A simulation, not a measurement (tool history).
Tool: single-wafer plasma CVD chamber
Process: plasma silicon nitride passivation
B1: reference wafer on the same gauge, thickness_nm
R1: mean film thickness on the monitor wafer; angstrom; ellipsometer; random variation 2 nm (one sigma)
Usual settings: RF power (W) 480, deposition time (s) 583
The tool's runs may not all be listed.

{"run": 1, "day": 0.0, "RF power (W)": 480, "deposition time (s)": 630, "B1": 676.936, "R1": 8832.08}
{"run": 2, "day": 1.492, "RF power (W)": 480, "deposition time (s)": 630, "B1": 676.334, "R1": 8807.84}
{"run": 3, "day": 3.225, "RF power (W)": 480, "deposition time (s)": 539, "B1": 677.505, "R1": 7518.42}
{"run": 4, "day": 6.021, "RF power (W)": 480, "deposition time (s)": 539, "B1": 676.519, "R1": 7530.57}
{"run": 5, "day": 9.75, "RF power (W)": 480, "deposition time (s)": 539, "B1": 677.802, "R1": 7544.37}
{"run": 6, "day": 11.525, "RF power (W)": 445, "deposition time (s)": 583, "B1": 677.571, "R1": 7979.74}
{"run": 7, "day": 12.646, "RF power (W)": 480, "deposition time (s)": 583, "B1": 677.814, "R1": 8161.36}
{"run": 8, "day": 13.917, "RF power (W)": 480, "deposition time (s)": 583, "B1": 677.052, "R1": 8177.23}
{"run": 9, "day": 14.979, "RF power (W)": 480, "deposition time (s)": 583, "B1": 678.011, "R1": 8175.66}
{"run": 10, "day": 17.879, "RF power (W)": 480, "deposition time (s)": 583, "B1": 678.071, "R1": 8185.77}
{"run": 11, "day": 20.85, "RF power (W)": 480, "deposition time (s)": 583, "B1": 678.384, "R1": 8152.51}
{"run": 12, "day": 22.138, "RF power (W)": 385, "deposition time (s)": 521, "B1": 678.721, "R1": 6739.12}
{"run": 13, "day": 24.55, "RF power (W)": 480, "deposition time (s)": 583, "B1": 677.881, "R1": 8183.56}
{"run": 14, "day": 26.675, "RF power (W)": 390, "deposition time (s)": 548, "B1": 678.36, "R1": 7153.24}
{"run": 15, "day": 28.35, "RF power (W)": 390, "deposition time (s)": 642, "B1": 678.179, "R1": 8364.15}
{"day": 29.458, "done": "showerhead replaced"}
{"run": 16, "day": 29.658, "RF power (W)": 480, "deposition time (s)": 583, "B1": 678.687, "R1": 8185.1}
{"day": 36.167, "done": "RF generator calibrated"}
{"day": 37.075, "done": "gauge calibrated"}
{"run": 17, "day": 38.179, "RF power (W)": 395, "deposition time (s)": 699, "B1": 672.708, "R1": 9103.14}
{"run": 18, "day": 41.004, "RF power (W)": 480, "deposition time (s)": 539, "B1": 674.323, "R1": 7488.76}
{"run": 19, "day": 42.908, "RF power (W)": 405, "deposition time (s)": 515, "B1": 674.925, "R1": 6764.1}
{"run": 20, "day": 45.217, "RF power (W)": 480, "deposition time (s)": 543, "B1": 675.913, "R1": 7571.69}
{"run": 21, "day": 47.988, "RF power (W)": 390, "deposition time (s)": 479, "B1": 675.788, "R1": 6197.27}

Forecast each of these 4 alternatives for the next run:
{"run": "A", "day": 48.012, "RF power (W)": 480, "deposition time (s)": 541, "B1": "?", "R1": "?"}
{"run": "B", "day": 48.012, "RF power (W)": 545, "deposition time (s)": 583, "B1": "?", "R1": "?"}
{"run": "C", "day": 48.012, "RF power (W)": 560, "deposition time (s)": 509, "B1": "?", "R1": "?"}
{"run": "D", "day": 48.012, "RF power (W)": 440, "deposition time (s)": 545, "B1": "?", "R1": "?"}

run=A B1=676.1 R1=7557.03
run=B B1=676.1 R1=8506.82
run=C B1=676.1 R1=7495.89
run=D B1=676.1 R1=7385.08
Without the tool's hidden state the same runs would have given:
run=A R1=7508.09
run=B R1=8451.74
run=C R1=7447.36
run=D R1=7337.26

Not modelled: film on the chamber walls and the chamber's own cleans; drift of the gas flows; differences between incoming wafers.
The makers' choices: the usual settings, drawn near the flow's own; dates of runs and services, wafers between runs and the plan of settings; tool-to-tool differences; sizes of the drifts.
